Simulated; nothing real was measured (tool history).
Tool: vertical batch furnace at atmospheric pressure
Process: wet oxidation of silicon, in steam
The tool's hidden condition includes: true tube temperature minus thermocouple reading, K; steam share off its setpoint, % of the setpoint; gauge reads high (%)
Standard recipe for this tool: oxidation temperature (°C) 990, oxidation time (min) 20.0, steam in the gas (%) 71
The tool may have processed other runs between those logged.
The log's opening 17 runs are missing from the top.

run    hour  oxidation temperature (°C)  oxidation time (min)  steam in the gas (%)  wafers since the last listed run  hours since the last temperature calibration  hours since the steam generator was serviced  hours since the gauge calibration  read-back reference wafer on the same gauge, thickness  oxide thickness on the monitor wafer (nm)
     1166.7  -- thermocouples replaced and temperature profile calibrated
 18  1199.7                         990                  20.0                    71                              1020                                          33.0                                         373.4                             1753.6                                                  120.96                                     130.79
 19  1268.5                         990                  20.0                    71                               912                                         101.8                                         442.2                             1822.4                                                  120.98                                     130.82
 20  1373.4                         980                  17.0                    71                              1391                                         206.7                                         547.1                             1927.3                                                  121.04                                     101.78
 21  1471.2                         990                  20.0                    71                              1297                                         304.5                                         644.9                             2025.1                                                  121.05                                     131.16
 22  1515.8                         990                  20.0                    64                               591                                         349.1                                         689.5                             2069.7                                                  120.70                                     119.76
 23  1597.7                         990                  20.0                    68                              1086                                         431.0                                         771.4                             2151.6                                                  121.03                                     126.20
 24  1646.2                         975                  16.0                    71                               643                                         479.5                                         819.9                             2200.1                                                  120.99                                      90.71
     1661.3  -- gauge calibrated
 25  1706.7                        1003                  20.0                    82                               802                                         540.0                                         880.4                               45.4                                                  121.15                                     168.37
 26  1743.8                         990                  20.0                    71                               492                                         577.1                                         917.5                               82.5                                                  121.28                                     130.95
 27  1842.4                        1006                  20.0                    71                              1308                                         675.7                                        1016.1                              181.1                                                  120.84                                     155.95
 28  1941.6                         990                  20.0                    71                              1316                                         774.9                                        1115.3                              280.3                                                  121.04                                     131.85
 29  1991.7                         990                  20.0                    71                               664                                         825.0                                        1165.4                              330.4                                                  120.88                                     130.71
 30  2054.2                         990                  20.0                    71                               829                                         887.5                                        1227.9                              392.9                                                  121.00                                     131.56
 31  2094.1                         990                  15.5                    71                               529                                         927.4                                        1267.8                              432.8                                                  121.00                                     107.15
     2118.6  -- steam generator serviced
 32  2177.5                         990                  26.5                    68                               788                                        1010.8                                          58.9                              516.2                                                  121.01                                     158.77
 33  2218.3                         990                  20.0                    71                               541                                        1051.6                                          99.7                              557.0                                                  120.78                                     131.66
 34  2280.9                        1008                  23.5                    63                               830                                        1114.2                                         162.3                              619.6                                                  121.09                                     164.03
 35  2387.6                         976                  20.0                    81                              1415                                        1220.9                                         269.0                              726.3                                                  121.02                                     126.16
 36  2450.8                         990                  28.5                    78                               838                                        1284.1                                         332.2                              789.5                                                  121.05                                     190.90
 37  2518.5                         990                  20.0                    63                               898                                        1351.8                                         399.9                              857.2                                                  120.93                                     118.72

Forecast each of these 5 alternatives for the next run:
  A  2522.1                         990                  20.0                    71                                47                                        1355.4                                         403.5                              860.8                                                       ?                                          ?
  B  2522.1                        1013                  10.5                    66                                47                                        1355.4                                         403.5                              860.8                                                       ?                                          ?
  C  2522.1                         998                  20.0                    71                                47                                        1355.4                                         403.5                              860.8                                                       ?                                          ?
  D  2522.1                         966                  20.0                    81                                47                                        1355.4                                         403.5                              860.8                                                       ?                                          ?
  E  2522.1                        1006                  12.5                    78                                47                                        1355.4                                         403.5                              860.8                                                       ?                                          ?

run  read-back reference wafer on the same gauge, thickness  oxide thickness on the monitor wafer (nm)
  A                                                  121.13                                     131.32
  B                                                  121.13                                      92.56
  C                                                  121.13                                     142.92
  D                                                  121.13                                     112.00
  E                                                  121.13                                     114.16
Had the tool no hidden state, the same runs would have come out as:
run  oxide thickness on the monitor wafer (nm)
  A                                     129.76
  B                                      91.44
  C                                     141.30
  D                                     110.55
  E                                     112.82

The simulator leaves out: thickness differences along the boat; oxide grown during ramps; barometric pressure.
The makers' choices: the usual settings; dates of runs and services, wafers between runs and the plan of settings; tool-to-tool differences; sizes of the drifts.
